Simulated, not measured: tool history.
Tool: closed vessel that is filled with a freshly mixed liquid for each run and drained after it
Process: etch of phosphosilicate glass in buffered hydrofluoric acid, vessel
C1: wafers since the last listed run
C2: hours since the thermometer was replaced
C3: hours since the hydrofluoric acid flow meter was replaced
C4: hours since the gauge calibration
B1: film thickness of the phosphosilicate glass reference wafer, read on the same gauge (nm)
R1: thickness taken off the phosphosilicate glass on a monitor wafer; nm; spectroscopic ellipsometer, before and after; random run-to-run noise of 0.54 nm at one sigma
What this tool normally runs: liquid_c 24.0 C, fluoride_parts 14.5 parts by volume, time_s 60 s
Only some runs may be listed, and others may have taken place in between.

run 1 day=0.000 | liquid_c=24.0 fluoride_parts=14.5 time_s=60 | C1=0 C2=1792.8 C3=1876.8 C4=0.4 | B1=140.00 | R1=119.48
run 2 day=0.442 | liquid_c=24.0 fluoride_parts=14.5 time_s=60 | C1=1005 C2=1803.4 C3=1887.4 C4=11.0 | B1=140.00 | R1=120.32
run 3 day=1.012 | liquid_c=24.0 fluoride_parts=14.5 time_s=75 | C1=1298 C2=1817.1 C3=1901.1 C4=24.7 | B1=140.03 | R1=150.26
run 4 day=1.533 | liquid_c=24.0 fluoride_parts=14.5 time_s=75 | C1=1185 C2=1829.6 C3=1913.6 C4=37.2 | B1=140.02 | R1=149.04
run 5 day=2.204 | liquid_c=24.0 fluoride_parts=14.5 time_s=75 | C1=1526 C2=1845.7 C3=1929.7 C4=53.3 | B1=140.02 | R1=149.15
run 6 day=2.788 | liquid_c=24.0 fluoride_parts=17.5 time_s=60 | C1=1327 C2=1859.7 C3=1943.7 C4=67.3 | B1=139.98 | R1=99.55
run 7 day=3.221 | liquid_c=24.0 fluoride_parts=17.5 time_s=60 | C1=986 C2=1870.1 C3=1954.1 C4=77.7 | B1=140.00 | R1=99.46
run 8 day=3.792 | liquid_c=24.0 fluoride_parts=14.5 time_s=60 | C1=1298 C2=1883.8 C3=1967.8 C4=91.4 | B1=139.99 | R1=118.75
run 9 day=4.375 | liquid_c=26.0 fluoride_parts=14.5 time_s=60 | C1=1327 C2=1897.8 C3=1981.8 C4=105.4 | B1=140.02 | R1=133.45
run 10 day=4.738 | liquid_c=26.0 fluoride_parts=14.5 time_s=60 | C1=824 C2=1906.5 C3=1990.5 C4=114.1 | B1=140.02 | R1=133.34
run 11 day=5.217 | liquid_c=26.0 fluoride_parts=14.5 time_s=60 | C1=1090 C2=1918.0 C3=2002.0 C4=125.6 | B1=140.02 | R1=133.12
run 12 day=5.638 | liquid_c=25.0 fluoride_parts=14.5 time_s=60 | C1=957 C2=1928.1 C3=2012.1 C4=135.7 | B1=139.99 | R1=125.09
run 13 day=5.967 | liquid_c=24.0 fluoride_parts=14.5 time_s=60 | C1=749 C2=1936.0 C3=2020.0 C4=143.6 | B1=139.99 | R1=118.73
run 14 day=6.317 | liquid_c=27.5 fluoride_parts=17.5 time_s=45 | C1=796 C2=1944.4 C3=2028.4 C4=152.0 | B1=139.99 | R1=89.16

Run 15, settings as shown, results not yet in. Your forecast:
-- day=6.517 hydrofluoric acid flow meter replaced
run 15 day=6.971 | liquid_c=24.0 fluoride_parts=14.5 time_s=60 | C1=1393 C2=1960.1 C3=10.9 C4=167.7 | B1=? | R1=?

B1: 139.98
R1: 119.05 nm
Were there no unlogged condition in the tool, this run, its random variation unchanged, would have produced R1 135.49 nm.
